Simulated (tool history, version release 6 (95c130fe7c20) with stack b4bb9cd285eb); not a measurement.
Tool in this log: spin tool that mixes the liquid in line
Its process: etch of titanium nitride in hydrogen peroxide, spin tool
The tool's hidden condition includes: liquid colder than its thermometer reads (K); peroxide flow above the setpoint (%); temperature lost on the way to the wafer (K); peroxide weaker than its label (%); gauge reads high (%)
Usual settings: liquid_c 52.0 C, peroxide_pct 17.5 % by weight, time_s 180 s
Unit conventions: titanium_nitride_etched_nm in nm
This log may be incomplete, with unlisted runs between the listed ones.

| run | hour | liquid_c | peroxide_pct | time_s | wafers since the last listed run | hours since the thermometer was replaced | hours since the peroxide flow meter was replaced | hours since the heated supply line was repaired | hours since the drum of peroxide was connected | hours since the gauge calibration | read-back film thickness of the titanium nitride reference wafer, read on the same gauge (nm) | titanium_nitride_etched_nm |
|---|---|---|---|---|---|---|---|---|---|---|---|---|
| 1 | 0.0 | 52.0 | 17.5 | 180 | 0 | 483.7 | 1915.9 | 1556.6 | 323.6 | 168.8 | 140.00 | 9.71 |
| 2 | 34.2 | 52.0 | 17.5 | 180 | 325 | 517.9 | 1950.1 | 1590.8 | 357.8 | 203.0 | 139.99 | 9.72 |
| 3 | 53.6 | 52.0 | 17.5 | 180 | 184 | 537.3 | 1969.5 | 1610.2 | 377.2 | 222.4 | 140.01 | 9.62 |
| 4 | 94.5 | 52.0 | 17.5 | 180 | 388 | 578.2 | 2010.4 | 1651.1 | 418.1 | 263.3 | 139.96 | 9.59 |
| 5 | 117.5 | 52.0 | 17.5 | 180 | 218 | 601.2 | 2033.4 | 1674.1 | 441.1 | 286.3 | 139.99 | 9.75 |
| 6 | 134.8 | 52.0 | 17.5 | 180 | 164 | 618.5 | 2050.7 | 1691.4 | 458.4 | 303.6 | 139.95 | 9.58 |
| 7 | 163.9 | 52.0 | 17.5 | 180 | 276 | 647.6 | 2079.8 | 1720.5 | 487.5 | 332.7 | 140.02 | 9.59 |
|  | 178.5 | new drum of peroxide connected |
| 8 | 194.6 | 52.0 | 17.5 | 180 | 282 | 678.3 | 2110.5 | 1751.2 | 16.1 | 363.4 | 140.01 | 9.44 |
| 9 | 230.0 | 56.0 | 17.5 | 180 | 336 | 713.7 | 2145.9 | 1786.6 | 51.5 | 398.8 | 140.02 | 12.66 |
| 10 | 248.8 | 60.0 | 14.0 | 90 | 178 | 732.5 | 2164.7 | 1805.4 | 70.3 | 417.6 | 140.00 | 7.81 |
| 11 | 281.5 | 52.0 | 17.5 | 245 | 310 | 765.2 | 2197.4 | 1838.1 | 103.0 | 450.3 | 140.00 | 12.67 |
|  | 305.6 | thermometer replaced |
| 12 | 311.5 | 52.0 | 16.0 | 255 | 275 | 5.9 | 2227.4 | 1868.1 | 133.0 | 480.3 | 140.00 | 14.24 |
| 13 | 332.0 | 52.0 | 17.5 | 180 | 194 | 26.4 | 2247.9 | 1888.6 | 153.5 | 500.8 | 139.99 | 10.27 |
|  | 332.9 | gauge calibrated |
| 14 | 355.7 | 55.5 | 17.5 | 180 | 225 | 50.1 | 2271.6 | 1912.3 | 177.2 | 22.8 | 140.02 | 13.11 |
|  | 363.2 | peroxide flow meter replaced |
| 15 | 381.8 | 52.0 | 21.0 | 260 | 238 | 76.2 | 18.6 | 1938.4 | 203.3 | 48.9 | 140.02 | 15.29 |
| 16 | 416.8 | 52.0 | 17.5 | 180 | 332 | 111.2 | 53.6 | 1973.4 | 238.3 | 83.9 | 139.97 | 10.19 |
| 17 | 441.3 | 47.0 | 17.5 | 285 | 232 | 135.7 | 78.1 | 1997.9 | 262.8 | 108.4 | 139.99 | 11.18 |
| 18 | 468.3 | 52.0 | 17.5 | 180 | 256 | 162.7 | 105.1 | 2024.9 | 289.8 | 135.4 | 139.98 | 10.03 |
| 19 | 504.1 | 52.0 | 17.5 | 180 | 340 | 198.5 | 140.9 | 2060.7 | 325.6 | 171.2 | 140.01 | 9.98 |
|  | 511.5 | heated supply line repaired |
| 20 | 535.1 | 49.0 | 21.0 | 230 | 285 | 229.5 | 171.9 | 23.6 | 356.6 | 202.2 | 139.98 | 10.73 |
| 21 | 558.9 | 52.0 | 17.5 | 125 | 226 | 253.3 | 195.7 | 47.4 | 380.4 | 226.0 | 140.01 | 6.97 |
| 22 | 663.0 | 61.0 | 21.5 | 75 | 989 | 357.4 | 299.8 | 151.5 | 484.5 | 330.1 | 139.98 | 8.09 |
|  | 720.6 | new drum of peroxide connected |
| 23 | 721.1 | 52.0 | 17.5 | 180 | 542 | 415.5 | 357.9 | 209.6 | 0.5 | 388.2 | 140.03 | 9.79 |
| 24 | 735.0 | 52.0 | 17.5 | 180 | 132 | 429.4 | 371.8 | 223.5 | 14.4 | 402.1 | 140.00 | 9.86 |

Branching from run 24: 5 alternative next runs. What would each branch give?
| A | 735.5 | 46.5 | 17.5 | 180 | 4 | 429.9 | 372.3 | 224.0 | 14.9 | 402.6 | ? | ? |
| B | 735.5 | 60.0 | 13.0 | 130 | 4 | 429.9 | 372.3 | 224.0 | 14.9 | 402.6 | ? | ? |
| C | 735.5 | 52.0 | 13.5 | 215 | 4 | 429.9 | 372.3 | 224.0 | 14.9 | 402.6 | ? | ? |
| D | 735.5 | 52.0 | 13.0 | 140 | 4 | 429.9 | 372.3 | 224.0 | 14.9 | 402.6 | ? | ? |
| E | 735.5 | 47.0 | 17.5 | 125 | 4 | 429.9 | 372.3 | 224.0 | 14.9 | 402.6 | ? | ? |

| run | read-back film thickness of the titanium nitride reference wafer, read on the same gauge (nm) | titanium_nitride_etched_nm |
|---|---|---|
| A | 140.02 | 6.56 |
| B | 140.02 | 11.64 |
| C | 140.02 | 11.09 |
| D | 140.02 | 7.16 |
| E | 140.02 | 4.73 |
With no hidden state in the tool, these same runs would have given:
| run | titanium_nitride_etched_nm |
|---|---|
| A | 6.95 |
| B | 12.27 |
| C | 11.72 |
| D | 7.57 |
| E | 5.01 |
